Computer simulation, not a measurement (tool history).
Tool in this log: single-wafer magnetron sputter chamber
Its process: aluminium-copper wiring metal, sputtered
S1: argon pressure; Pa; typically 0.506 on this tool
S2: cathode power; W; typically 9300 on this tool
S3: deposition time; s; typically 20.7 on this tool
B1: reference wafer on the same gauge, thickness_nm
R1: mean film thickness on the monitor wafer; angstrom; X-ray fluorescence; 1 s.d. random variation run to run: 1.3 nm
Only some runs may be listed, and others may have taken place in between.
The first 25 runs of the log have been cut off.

run	hour	S1	S2	S3	B1	R1
26	348.8	0.506	8450	23.5	359.916	3429.58
27	363.2	0.627	11150	18.8	360.417	3412.62
28	370.5	0.506	9300	20.7	360.188	3325.95
29	381.2	0.506	9300	20.7	359.893	3315.71
30	389.3	0.606	8100	24.1	359.907	3225.10
31	400.5	0.506	7050	17.5	360.020	2132.57
32	407.3	0.626	10400	22.6	360.007	3816.71
33	417.7	0.447	9300	20.7	359.782	3417.14
34	432.7	0.393	11600	20.7	359.814	4324.59
35	440.5	0.506	9300	19.1	359.727	3051.29

Each row is a separate what-if for the run after 35, all from the same tool condition, not one after another. Results?
A	440.9	0.506	9300	20.7	?	?
B	440.9	0.506	8450	20.7	?	?
C	440.9	0.506	7100	19.5	?	?
D	440.9	0.689	9300	20.7	?	?

run	B1	R1
A	359.648	3294.44
B	359.648	2993.34
C	359.648	2369.31
D	359.648	3005.07
The same runs, with their run-to-run variation unchanged, on a tool lacking any hidden condition would have given:
run	R1
A	3326.04
B	3022.05
C	2392.04
D	3033.90

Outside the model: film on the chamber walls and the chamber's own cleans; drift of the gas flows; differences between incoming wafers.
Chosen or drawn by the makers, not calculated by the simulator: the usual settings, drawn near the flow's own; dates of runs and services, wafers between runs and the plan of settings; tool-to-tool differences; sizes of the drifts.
